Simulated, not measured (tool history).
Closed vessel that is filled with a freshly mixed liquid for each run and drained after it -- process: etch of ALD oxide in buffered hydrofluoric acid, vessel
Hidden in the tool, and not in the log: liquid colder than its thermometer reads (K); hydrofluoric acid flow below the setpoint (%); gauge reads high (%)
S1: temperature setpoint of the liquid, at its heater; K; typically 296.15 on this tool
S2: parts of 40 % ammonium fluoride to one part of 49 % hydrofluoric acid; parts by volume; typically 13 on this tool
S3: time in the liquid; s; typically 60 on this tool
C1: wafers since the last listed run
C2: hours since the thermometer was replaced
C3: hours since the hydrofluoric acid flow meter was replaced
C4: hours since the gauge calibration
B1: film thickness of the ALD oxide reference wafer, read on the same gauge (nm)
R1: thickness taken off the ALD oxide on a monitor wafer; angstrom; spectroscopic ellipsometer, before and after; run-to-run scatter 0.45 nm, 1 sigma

{"run": 1, "hour": 0.0, "S1": 296.15, "S2": 11, "S3": 60, "C1": 0, "C2": 2796.3, "C3": 1183.9, "C4": 282.4, "B1": 59.98, "R1": 1310.5}
{"run": 2, "hour": 6.8, "S1": 296.15, "S2": 11, "S3": 60, "C1": 900, "C2": 2803.1, "C3": 1190.7, "C4": 289.2, "B1": 59.95, "R1": 1304.4}
{"run": 3, "hour": 16.9, "S1": 296.15, "S2": 11, "S3": 60, "C1": 1336, "C2": 2813.2, "C3": 1200.8, "C4": 299.3, "B1": 60.02, "R1": 1303.5}
{"run": 4, "hour": 34.1, "S1": 296.15, "S2": 13, "S3": 60, "C1": 2276, "C2": 2830.4, "C3": 1218, "C4": 316.5, "B1": 60.04, "R1": 1096.6}
{"run": 5, "hour": 50.5, "S1": 296.15, "S2": 13, "S3": 60, "C1": 2170, "C2": 2846.8, "C3": 1234.4, "C4": 332.9, "B1": 59.99, "R1": 1098.4}
{"run": 6, "hour": 61.1, "S1": 296.15, "S2": 13, "S3": 60, "C1": 1403, "C2": 2857.4, "C3": 1245, "C4": 343.5, "B1": 60, "R1": 1095.5}
{"run": 7, "hour": 69.3, "S1": 296.15, "S2": 13, "S3": 60, "C1": 1085, "C2": 2865.6, "C3": 1253.2, "C4": 351.7, "B1": 60.03, "R1": 1106.5}
{"run": 8, "hour": 85.7, "S1": 296.15, "S2": 13, "S3": 60, "C1": 2170, "C2": 2882, "C3": 1269.6, "C4": 368.1, "B1": 59.99, "R1": 1099.4}
{"run": 9, "hour": 100.7, "S1": 296.15, "S2": 13, "S3": 60, "C1": 1985, "C2": 2897, "C3": 1284.6, "C4": 383.1, "B1": 60.01, "R1": 1091.4}
{"run": 10, "hour": 112.6, "S1": 296.15, "S2": 16.5, "S3": 60, "C1": 1575, "C2": 2908.9, "C3": 1296.5, "C4": 395, "B1": 59.99, "R1": 863.7}
{"hour": 117.9, "done": "gauge calibrated"}
{"hour": 120.8, "done": "thermometer replaced"}
{"run": 11, "hour": 127.5, "S1": 296.15, "S2": 16.5, "S3": 60, "C1": 1839, "C2": 6.7, "C3": 1311.4, "C4": 9.6, "B1": 59.96, "R1": 1011.4}
{"run": 12, "hour": 133.8, "S1": 296.15, "S2": 16.5, "S3": 60, "C1": 833, "C2": 13, "C3": 1317.7, "C4": 15.9, "B1": 59.99, "R1": 1014.3}
{"hour": 145.6, "done": "hydrofluoric acid flow meter replaced"}
{"run": 13, "hour": 148.4, "S1": 296.15, "S2": 13, "S3": 60, "C1": 1800, "C2": 27.6, "C3": 2.8, "C4": 30.5, "B1": 60.02, "R1": 1424.9}
{"run": 14, "hour": 155.3, "S1": 296.15, "S2": 13, "S3": 60, "C1": 913, "C2": 34.5, "C3": 9.7, "C4": 37.4, "B1": 59.99, "R1": 1418.2}
{"run": 15, "hour": 172.8, "S1": 300.65, "S2": 15, "S3": 60, "C1": 2316, "C2": 52, "C3": 27.2, "C4": 54.9, "B1": 60, "R1": 1562}
{"run": 16, "hour": 184.4, "S1": 296.15, "S2": 13, "S3": 60, "C1": 1535, "C2": 63.6, "C3": 38.8, "C4": 66.5, "B1": 60.02, "R1": 1412.4}
{"run": 17, "hour": 199.4, "S1": 296.15, "S2": 17.5, "S3": 60, "C1": 1985, "C2": 78.6, "C3": 53.8, "C4": 81.5, "B1": 60, "R1": 1046.2}
{"run": 18, "hour": 214.7, "S1": 300.15, "S2": 16.5, "S3": 60, "C1": 2025, "C2": 93.9, "C3": 69.1, "C4": 96.8, "B1": 60.02, "R1": 1380}
{"run": 19, "hour": 223.6, "S1": 298.65, "S2": 16, "S3": 95, "C1": 1178, "C2": 102.8, "C3": 78, "C4": 105.7, "B1": 59.99, "R1": 2081.2}
{"run": 20, "hour": 236.6, "S1": 299.65, "S2": 13, "S3": 40, "C1": 1720, "C2": 115.8, "C3": 91, "C4": 118.7, "B1": 60.02, "R1": 1130.5}
{"run": 21, "hour": 249.4, "S1": 291.65, "S2": 8, "S3": 40, "C1": 1694, "C2": 128.6, "C3": 103.8, "C4": 131.5, "B1": 60.06, "R1": 1143.2}
{"run": 22, "hour": 266.9, "S1": 293.65, "S2": 15, "S3": 45, "C1": 2316, "C2": 146.1, "C3": 121.3, "C4": 149, "B1": 60.03, "R1": 795}
{"run": 23, "hour": 280.6, "S1": 294.65, "S2": 14.5, "S3": 50, "C1": 1813, "C2": 159.8, "C3": 135, "C4": 162.7, "B1": 59.99, "R1": 962.4}
{"run": 24, "hour": 295.6, "S1": 292.15, "S2": 17.5, "S3": 60, "C1": 1985, "C2": 174.8, "C3": 150, "C4": 177.7, "B1": 59.99, "R1": 828.9}
{"run": 25, "hour": 307.2, "S1": 296.15, "S2": 13, "S3": 45, "C1": 1535, "C2": 186.4, "C3": 161.6, "C4": 189.3, "B1": 60, "R1": 1042.8}
{"run": 26, "hour": 317.1, "S1": 291.65, "S2": 9, "S3": 80, "C1": 1310, "C2": 196.3, "C3": 171.5, "C4": 199.2, "B1": 59.99, "R1": 1991.3}
{"run": 27, "hour": 327.1, "S1": 296.15, "S2": 8, "S3": 85, "C1": 1323, "C2": 206.3, "C3": 181.5, "C4": 209.2, "B1": 59.98, "R1": 3079.8}

Below are 3 alternative next runs, each starting from the tool's condition after run 27. Predict each:
{"run": "A", "hour": 327.8, "S1": 296.15, "S2": 13, "S3": 60, "C1": 92, "C2": 207, "C3": 182.2, "C4": 209.9, "B1": "?", "R1": "?"}
{"run": "B", "hour": 327.8, "S1": 294.15, "S2": 13, "S3": 60, "C1": 92, "C2": 207, "C3": 182.2, "C4": 209.9, "B1": "?", "R1": "?"}
{"run": "C", "hour": 327.8, "S1": 293.65, "S2": 14.5, "S3": 60, "C1": 92, "C2": 207, "C3": 182.2, "C4": 209.9, "B1": "?", "R1": "?"}

run=A B1=60.03 R1=1382.8
run=B B1=60.03 R1=1237.8
run=C B1=60.03 R1=1081.4
Had the tool no hidden state, the same runs would have come out as:
run=A R1=1423
run=B R1=1274
run=C R1=1113.1

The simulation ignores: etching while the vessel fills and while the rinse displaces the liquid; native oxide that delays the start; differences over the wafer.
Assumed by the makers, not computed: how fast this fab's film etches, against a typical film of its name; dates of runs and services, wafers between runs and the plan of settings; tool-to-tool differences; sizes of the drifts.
